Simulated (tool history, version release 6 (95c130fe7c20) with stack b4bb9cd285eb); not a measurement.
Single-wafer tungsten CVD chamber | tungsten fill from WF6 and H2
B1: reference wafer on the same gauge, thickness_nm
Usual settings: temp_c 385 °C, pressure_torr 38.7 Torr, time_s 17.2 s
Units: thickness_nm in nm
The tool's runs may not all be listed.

{"run": 1, "hour": 0.0, "temp_c": 394, "pressure_torr": 38.7, "time_s": 17.2, "B1": 43.826, "thickness_nm": 49.055}
{"run": 2, "hour": 46.1, "temp_c": 394, "pressure_torr": 38.7, "time_s": 17.2, "B1": 43.788, "thickness_nm": 48.777}
{"run": 3, "hour": 285.5, "temp_c": 394, "pressure_torr": 38.7, "time_s": 17.2, "B1": 43.818, "thickness_nm": 47.621}
{"run": 4, "hour": 334.8, "temp_c": 385, "pressure_torr": 38.7, "time_s": 17.2, "B1": 43.776, "thickness_nm": 40.591}
{"run": 5, "hour": 440.4, "temp_c": 385, "pressure_torr": 38.7, "time_s": 17.2, "B1": 43.77, "thickness_nm": 40.846}
{"run": 6, "hour": 521.0, "temp_c": 385, "pressure_torr": 38.7, "time_s": 17.2, "B1": 43.769, "thickness_nm": 40.312}
{"run": 7, "hour": 571.9, "temp_c": 392, "pressure_torr": 38.7, "time_s": 17.2, "B1": 43.83, "thickness_nm": 45.82}
{"run": 8, "hour": 626.2, "temp_c": 392, "pressure_torr": 38.7, "time_s": 17.2, "B1": 43.814, "thickness_nm": 45.811}
{"run": 9, "hour": 698.5, "temp_c": 385, "pressure_torr": 38.7, "time_s": 17.2, "B1": 43.784, "thickness_nm": 40.034}
{"hour": 758.4, "done": "thermocouple changed; heater temperature recalibrated"}
{"run": 10, "hour": 771.5, "temp_c": 385, "pressure_torr": 38.7, "time_s": 17.2, "B1": 43.838, "thickness_nm": 42.606}
{"hour": 784.1, "done": "showerhead replaced"}
{"hour": 789.5, "done": "gauge calibrated"}
{"run": 11, "hour": 860.3, "temp_c": 385, "pressure_torr": 46.3, "time_s": 17.2, "B1": 43.774, "thickness_nm": 48.012}
{"run": 12, "hour": 938.1, "temp_c": 385, "pressure_torr": 46.3, "time_s": 17.2, "B1": 43.781, "thickness_nm": 47.345}
{"run": 13, "hour": 1008.8, "temp_c": 385, "pressure_torr": 46.3, "time_s": 17.2, "B1": 43.755, "thickness_nm": 47.363}
{"run": 14, "hour": 1083.5, "temp_c": 385, "pressure_torr": 38.7, "time_s": 17.2, "B1": 43.794, "thickness_nm": 41.159}
{"run": 15, "hour": 1135.4, "temp_c": 385, "pressure_torr": 38.7, "time_s": 17.2, "B1": 43.825, "thickness_nm": 41.273}
{"run": 16, "hour": 1207.0, "temp_c": 396, "pressure_torr": 32.6, "time_s": 17.2, "B1": 43.742, "thickness_nm": 42.976}
{"run": 17, "hour": 1278.9, "temp_c": 370, "pressure_torr": 38.7, "time_s": 14.4, "B1": 43.758, "thickness_nm": 25.67}
{"hour": 1344.1, "done": "capacitance manometer re-zeroed and calibrated"}
{"run": 18, "hour": 1363.6, "temp_c": 375, "pressure_torr": 38.7, "time_s": 15.0, "B1": 43.796, "thickness_nm": 29.427}
{"run": 19, "hour": 1467.5, "temp_c": 377, "pressure_torr": 38.7, "time_s": 17.2, "B1": 43.77, "thickness_nm": 35.075}
{"run": 20, "hour": 1551.4, "temp_c": 385, "pressure_torr": 35.3, "time_s": 14.8, "B1": 43.858, "thickness_nm": 32.386}
{"run": 21, "hour": 1629.1, "temp_c": 378, "pressure_torr": 38.7, "time_s": 17.2, "B1": 43.808, "thickness_nm": 35.757}
{"run": 22, "hour": 1729.5, "temp_c": 380, "pressure_torr": 31.3, "time_s": 14.4, "B1": 43.785, "thickness_nm": 25.616}

The next listed run, before its measurement:
{"hour": 1741.1, "done": "thermocouple changed; heater temperature recalibrated"}
{"run": 23, "hour": 1789.6, "temp_c": 385, "pressure_torr": 38.7, "time_s": 17.2, "B1": "?", "thickness_nm": "?"}

{"run 23": {"B1": 43.804, "thickness_nm": 42.652}}
Without the tool's hidden state the same run would have given thickness_nm 42.943 nm.
